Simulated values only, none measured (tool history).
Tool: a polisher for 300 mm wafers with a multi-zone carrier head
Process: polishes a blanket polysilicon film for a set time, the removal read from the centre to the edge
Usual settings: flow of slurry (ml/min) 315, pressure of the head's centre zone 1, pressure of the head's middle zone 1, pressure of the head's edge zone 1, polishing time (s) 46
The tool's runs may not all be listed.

| run | hour | flow of slurry (ml/min) | pressure of the head's centre zone | pressure of the head's middle zone | pressure of the head's edge zone | polishing time (s) | incoming thickness of the incoming film, nm | film removed at the wafer's centre (angstrom) | film removed at mid-radius (angstrom) | film removed at the wafer's edge (angstrom) |
|---|---|---|---|---|---|---|---|---|---|---|
| 1 | 0 | 315 | 1 | 1 | 1 | 46 | 1377 | 2389 | 2417 | 2531 |
| 2 | 35 | 255 | 1 | 1 | 1 | 46 | 1385.6 | 2367 | 2319 | 2372 |
|  | 45.8 | worn pad replaced by a new one |
| 3 | 50.7 | 255 | 1 | 1 | 1 | 46 | 1362.1 | 2478 | 2499 | 2497 |
|  | 65.9 | carrier head's membrane replaced by a new one |
| 4 | 68.5 | 315 | 1 | 0.92 | 1 | 46 | 1356.5 | 2485 | 2372 | 2530 |
| 5 | 92.2 | 205 | 1.06 | 0.96 | 1 | 34 | 1376.6 | 1896 | 1756 | 1831 |
|  | 114.6 | slurry nozzle cleaned |
| 6 | 117.3 | 315 | 1 | 1 | 1.03 | 46 | 1365.7 | 2535 | 2479 | 2607 |
| 7 | 139.9 | 315 | 1 | 1 | 1 | 46 | 1372.7 | 2486 | 2468 | 2590 |
| 8 | 155.4 | 365 | 1 | 1 | 1 | 46 | 1344.4 | 2478 | 2569 | 2558 |
| 9 | 168.3 | 315 | 1 | 1 | 1 | 54 | 1347.8 | 2893 | 2930 | 2946 |
| 10 | 181 | 345 | 1 | 1 | 1 | 34 | 1362.5 | 1806 | 1837 | 1897 |
| 11 | 196.8 | 315 | 1.04 | 1 | 1 | 37 | 1372.1 | 2015 | 1956 | 1993 |
| 12 | 209.5 | 380 | 1 | 1.1 | 1 | 46 | 1365.4 | 2449 | 2704 | 2491 |
| 13 | 228.3 | 315 | 1 | 1 | 1 | 46 | 1391.4 | 2363 | 2392 | 2444 |
|  | 248.6 | centre zone pressure recalibrated |
| 14 | 262.1 | 390 | 0.93 | 0.92 | 1 | 46 | 1363.2 | 2186 | 2242 | 2458 |
|  | 274.7 | worn pad replaced by a new one |
|  | 284.7 | edge zone pressure recalibrated |
| 15 | 303.1 | 315 | 1.03 | 1 | 1 | 46 | 1364.1 | 2542 | 2526 | 2607 |
| 16 | 317.5 | 345 | 0.89 | 1 | 1 | 46 | 1366.2 | 2263 | 2532 | 2587 |
|  | 331.9 | slurry nozzle cleaned |
| 17 | 353.3 | 315 | 1 | 1 | 0.89 | 38 | 1352.9 | 2089 | 2064 | 2016 |
| 18 | 365.5 | 315 | 1 | 1 | 1 | 46 | 1346.7 | 2517 | 2450 | 2550 |
| 19 | 384.3 | 315 | 1.06 | 1 | 1 | 46 | 1338.5 | 2633 | 2469 | 2561 |
| 20 | 411.1 | 215 | 1 | 1 | 1.07 | 41 | 1361.8 | 2138 | 2133 | 2239 |
| 21 | 430.6 | 405 | 1 | 1 | 1.05 | 46 | 1362.8 | 2510 | 2475 | 2579 |
|  | 462.5 | worn pad replaced by a new one |
| 22 | 478.8 | 315 | 1 | 1 | 0.89 | 46 | 1369.9 | 2480 | 2507 | 2496 |
| 23 | 498.3 | 315 | 1 | 1 | 1 | 46 | 1347.3 | 2521 | 2566 | 2593 |

Forecast each of these 3 alternatives for the next run:
| A | 498.7 | 315 | 1 | 1 | 1 | 46 | 1356.2 | ? | ? | ? |
| B | 498.7 | 250 | 1 | 1 | 1 | 46 | 1356.2 | ? | ? | ? |
| C | 498.7 | 315 | 0.95 | 0.96 | 0.95 | 59 | 1356.2 | ? | ? | ? |

| run | film removed at the wafer's centre (angstrom) | film removed at mid-radius (angstrom) | film removed at the wafer's edge (angstrom) |
|---|---|---|---|
| A | 2522 | 2572 | 2592 |
| B | 2468 | 2522 | 2553 |
| C | 3071 | 3190 | 3267 |
Without the tool's hidden state the same runs would have given:
| run | film removed at the wafer's centre (angstrom) | film removed at mid-radius (angstrom) | film removed at the wafer's edge (angstrom) |
|---|---|---|---|
| A | 2548 | 2599 | 2618 |
| B | 2493 | 2548 | 2579 |
| C | 3103 | 3223 | 3301 |
